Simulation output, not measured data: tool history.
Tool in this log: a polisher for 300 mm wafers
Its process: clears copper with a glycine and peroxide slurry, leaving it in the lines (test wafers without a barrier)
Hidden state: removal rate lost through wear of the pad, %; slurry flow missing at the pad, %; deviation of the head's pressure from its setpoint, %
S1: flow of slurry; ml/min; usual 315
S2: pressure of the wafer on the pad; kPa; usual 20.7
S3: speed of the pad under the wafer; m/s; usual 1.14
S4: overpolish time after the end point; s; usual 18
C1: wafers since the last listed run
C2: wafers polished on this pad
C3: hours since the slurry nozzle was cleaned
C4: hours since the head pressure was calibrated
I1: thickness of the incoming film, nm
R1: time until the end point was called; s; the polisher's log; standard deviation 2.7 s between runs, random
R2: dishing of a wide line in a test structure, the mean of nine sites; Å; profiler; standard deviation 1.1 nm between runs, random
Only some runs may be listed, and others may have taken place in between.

{"run": 1, "hour": 0.0, "S1": 315, "S2": 20.7, "S3": 1.14, "S4": 18, "C1": 0, "C2": 630, "C3": 284.5, "C4": 18.5, "I1": 996.1, "R1": 164.1, "R2": 645}
{"run": 2, "hour": 60.3, "S1": 315, "S2": 17.9, "S3": 1.14, "S4": 10, "C1": 456, "C2": 1087, "C3": 344.8, "C4": 78.8, "I1": 994, "R1": 180.7, "R2": 375}
{"run": 3, "hour": 87.1, "S1": 315, "S2": 17.9, "S3": 1.14, "S4": 10, "C1": 202, "C2": 1290, "C3": 371.6, "C4": 105.6, "I1": 1015.2, "R1": 190.7, "R2": 377}
{"run": 4, "hour": 126.1, "S1": 315, "S2": 17.9, "S3": 1.14, "S4": 10, "C1": 295, "C2": 1585, "C3": 410.6, "C4": 144.6, "I1": 1004.5, "R1": 187.2, "R2": 387}
{"run": 5, "hour": 168.7, "S1": 375, "S2": 20.7, "S3": 1.42, "S4": 18, "C1": 322, "C2": 1908, "C3": 453.2, "C4": 187.2, "I1": 1002.7, "R1": 146.6, "R2": 702}
{"hour": 176.2, "done": "slurry nozzle cleaned"}
{"run": 6, "hour": 225.1, "S1": 315, "S2": 20.7, "S3": 1.24, "S4": 25, "C1": 419, "C2": 2327, "C3": 48.9, "C4": 243.6, "I1": 995.7, "R1": 159.4, "R2": 795}
{"run": 7, "hour": 262.6, "S1": 315, "S2": 20.7, "S3": 1.24, "S4": 25, "C1": 284, "C2": 2611, "C3": 86.4, "C4": 281.1, "I1": 987.9, "R1": 157.9, "R2": 810}
{"hour": 306.0, "done": "worn pad replaced by a new one"}
{"run": 8, "hour": 334.1, "S1": 315, "S2": 20.7, "S3": 1.14, "S4": 22, "C1": 511, "C2": 212, "C3": 157.9, "C4": 352.6, "I1": 1010.8, "R1": 170.8, "R2": 699}
{"run": 9, "hour": 384.8, "S1": 315, "S2": 20.7, "S3": 1.14, "S4": 22, "C1": 383, "C2": 596, "C3": 208.6, "C4": 403.3, "I1": 1003.6, "R1": 178.9, "R2": 698}
{"run": 10, "hour": 439.3, "S1": 315, "S2": 20.7, "S3": 1.14, "S4": 18, "C1": 412, "C2": 1009, "C3": 263.1, "C4": 457.8, "I1": 1020.8, "R1": 180, "R2": 617}
{"run": 11, "hour": 500.2, "S1": 315, "S2": 20.7, "S3": 1.14, "S4": 18, "C1": 461, "C2": 1470, "C3": 324, "C4": 518.7, "I1": 1005.6, "R1": 175.5, "R2": 627}
{"run": 12, "hour": 566.0, "S1": 315, "S2": 20.7, "S3": 1.14, "S4": 18, "C1": 498, "C2": 1969, "C3": 389.8, "C4": 584.5, "I1": 999.7, "R1": 181.6, "R2": 603}
{"run": 13, "hour": 597.8, "S1": 315, "S2": 20.7, "S3": 1.14, "S4": 18, "C1": 240, "C2": 2209, "C3": 421.6, "C4": 616.3, "I1": 1001.9, "R1": 181.4, "R2": 603}
{"hour": 628.7, "done": "worn pad replaced by a new one"}
{"run": 14, "hour": 636.4, "S1": 315, "S2": 20.7, "S3": 1.14, "S4": 18, "C1": 262, "C2": 58, "C3": 460.2, "C4": 654.9, "I1": 991.5, "R1": 178.5, "R2": 595}
{"hour": 648.0, "done": "head pressure recalibrated"}
{"hour": 651.9, "done": "slurry nozzle cleaned"}
{"run": 15, "hour": 694.5, "S1": 355, "S2": 20.7, "S3": 1.14, "S4": 18, "C1": 417, "C2": 475, "C3": 42.6, "C4": 46.5, "I1": 1012.2, "R1": 165.3, "R2": 655}
{"run": 16, "hour": 750.2, "S1": 355, "S2": 20.7, "S3": 1.14, "S4": 18, "C1": 421, "C2": 897, "C3": 98.3, "C4": 102.2, "I1": 984.2, "R1": 160.3, "R2": 640}
{"run": 17, "hour": 817.4, "S1": 355, "S2": 20.7, "S3": 1.14, "S4": 18, "C1": 508, "C2": 1406, "C3": 165.5, "C4": 169.4, "I1": 1001, "R1": 162.5, "R2": 634}
{"run": 18, "hour": 855.9, "S1": 275, "S2": 20.7, "S3": 1.14, "S4": 18, "C1": 291, "C2": 1698, "C3": 204, "C4": 207.9, "I1": 1008.1, "R1": 172.5, "R2": 626}
{"run": 19, "hour": 887.9, "S1": 315, "S2": 24.1, "S3": 1.14, "S4": 18, "C1": 242, "C2": 1940, "C3": 236, "C4": 239.9, "I1": 993.9, "R1": 148, "R2": 701}
{"run": 20, "hour": 951.7, "S1": 355, "S2": 20.7, "S3": 1.14, "S4": 25, "C1": 483, "C2": 2423, "C3": 299.8, "C4": 303.7, "I1": 1010.1, "R1": 172.9, "R2": 778}
{"hour": 991.9, "done": "worn pad replaced by a new one"}
{"run": 21, "hour": 1004.9, "S1": 420, "S2": 15.2, "S3": 1.42, "S4": 9, "C1": 372, "C2": 98, "C3": 353, "C4": 356.9, "I1": 985.5, "R1": 194.3, "R2": 320}
{"run": 22, "hour": 1110.8, "S1": 315, "S2": 20.7, "S3": 1.14, "S4": 18, "C1": 802, "C2": 900, "C3": 458.9, "C4": 462.8, "I1": 995.5, "R1": 172.2, "R2": 617}
{"hour": 1164.2, "done": "slurry nozzle cleaned"}
{"run": 23, "hour": 1168.2, "S1": 315, "S2": 20.7, "S3": 1.14, "S4": 18, "C1": 427, "C2": 1327, "C3": 4, "C4": 520.2, "I1": 980.4, "R1": 171.9, "R2": 615}
{"run": 24, "hour": 1209.2, "S1": 315, "S2": 20.7, "S3": 1.14, "S4": 18, "C1": 310, "C2": 1638, "C3": 45, "C4": 561.2, "I1": 991.4, "R1": 179.7, "R2": 597}
{"run": 25, "hour": 1253.4, "S1": 315, "S2": 20.7, "S3": 1.14, "S4": 18, "C1": 334, "C2": 1973, "C3": 89.2, "C4": 605.4, "I1": 984.8, "R1": 174.9, "R2": 598}
{"run": 26, "hour": 1317.7, "S1": 315, "S2": 26.9, "S3": 1.46, "S4": 18, "C1": 486, "C2": 2460, "C3": 153.5, "C4": 669.7, "I1": 1001.2, "R1": 128.5, "R2": 757}
{"hour": 1323.9, "done": "head pressure recalibrated"}
{"hour": 1340.2, "done": "worn pad replaced by a new one"}
{"run": 27, "hour": 1374.6, "S1": 215, "S2": 15.9, "S3": 1.14, "S4": 18, "C1": 385, "C2": 260, "C3": 210.4, "C4": 50.7, "I1": 1014.8, "R1": 210, "R2": 545}
{"run": 28, "hour": 1417.1, "S1": 315, "S2": 24.1, "S3": 1.14, "S4": 18, "C1": 321, "C2": 582, "C3": 252.9, "C4": 93.2, "I1": 1015.4, "R1": 142.6, "R2": 724}
{"run": 29, "hour": 1458.7, "S1": 315, "S2": 17.9, "S3": 1.14, "S4": 29, "C1": 315, "C2": 897, "C3": 294.5, "C4": 134.8, "I1": 995.2, "R1": 184.6, "R2": 804}
{"run": 30, "hour": 1525.2, "S1": 315, "S2": 26.2, "S3": 1.14, "S4": 18, "C1": 503, "C2": 1401, "C3": 361, "C4": 201.3, "I1": 1015.2, "R1": 138.7, "R2": 741}
{"run": 31, "hour": 1562.6, "S1": 260, "S2": 20.7, "S3": 1.14, "S4": 11, "C1": 283, "C2": 1684, "C3": 398.4, "C4": 238.7, "I1": 1000.1, "R1": 162.4, "R2": 441}
{"run": 32, "hour": 1604.5, "S1": 360, "S2": 20.7, "S3": 1.14, "S4": 29, "C1": 317, "C2": 2001, "C3": 440.3, "C4": 280.6, "I1": 1019, "R1": 172.8, "R2": 823}
{"hour": 1626.5, "done": "slurry nozzle cleaned"}
{"run": 33, "hour": 1668.2, "S1": 315, "S2": 17.9, "S3": 0.94, "S4": 18, "C1": 474, "C2": 2476, "C3": 41.7, "C4": 344.3, "I1": 1005.7, "R1": 211.6, "R2": 546}
{"run": 34, "hour": 1738.4, "S1": 315, "S2": 26.2, "S3": 1.14, "S4": 22, "C1": 531, "C2": 3008, "C3": 111.9, "C4": 414.5, "I1": 1002.5, "R1": 139.8, "R2": 791}
{"hour": 1749.6, "done": "worn pad replaced by a new one"}
{"run": 35, "hour": 1783.6, "S1": 230, "S2": 20.7, "S3": 1.14, "S4": 9, "C1": 312, "C2": 257, "C3": 157.1, "C4": 459.7, "I1": 987.6, "R1": 177.3, "R2": 355}

Each run again, without the hidden state but with its own random variation kept:
run=1 R1=161.3 R2=653
run=2 R1=176 R2=383
run=3 R1=184.9 R2=387
run=4 R1=180.4 R2=400
run=5 R1=140.1 R2=725
run=6 R1=150.9 R2=823
run=7 R1=148.5 R2=842
run=8 R1=158.8 R2=735
run=9 R1=164.9 R2=738
run=10 R1=164.3 R2=659
run=11 R1=158.5 R2=675
run=12 R1=162.2 R2=655
run=13 R1=161 R2=658
run=14 R1=157.3 R2=652
run=15 R1=161.7 R2=666
run=16 R1=155.4 R2=655
run=17 R1=155.8 R2=654
run=18 R1=164.3 R2=648
run=19 R1=140.1 R2=728
run=20 R1=162 R2=811
run=21 R1=180.8 R2=341
run=22 R1=157 R2=660
run=23 R1=155.2 R2=663
run=24 R1=161 R2=647
run=25 R1=155.5 R2=652
run=26 R1=112.2 R2=826
run=27 R1=206.6 R2=551
run=28 R1=139.2 R2=736
run=29 R1=179.2 R2=819
run=30 R1=132.9 R2=763
run=31 R1=154.8 R2=458
run=32 R1=163.6 R2=850
run=33 R1=198.7 R2=573
run=34 R1=129.1 R2=831
run=35 R1=162.8 R2=382
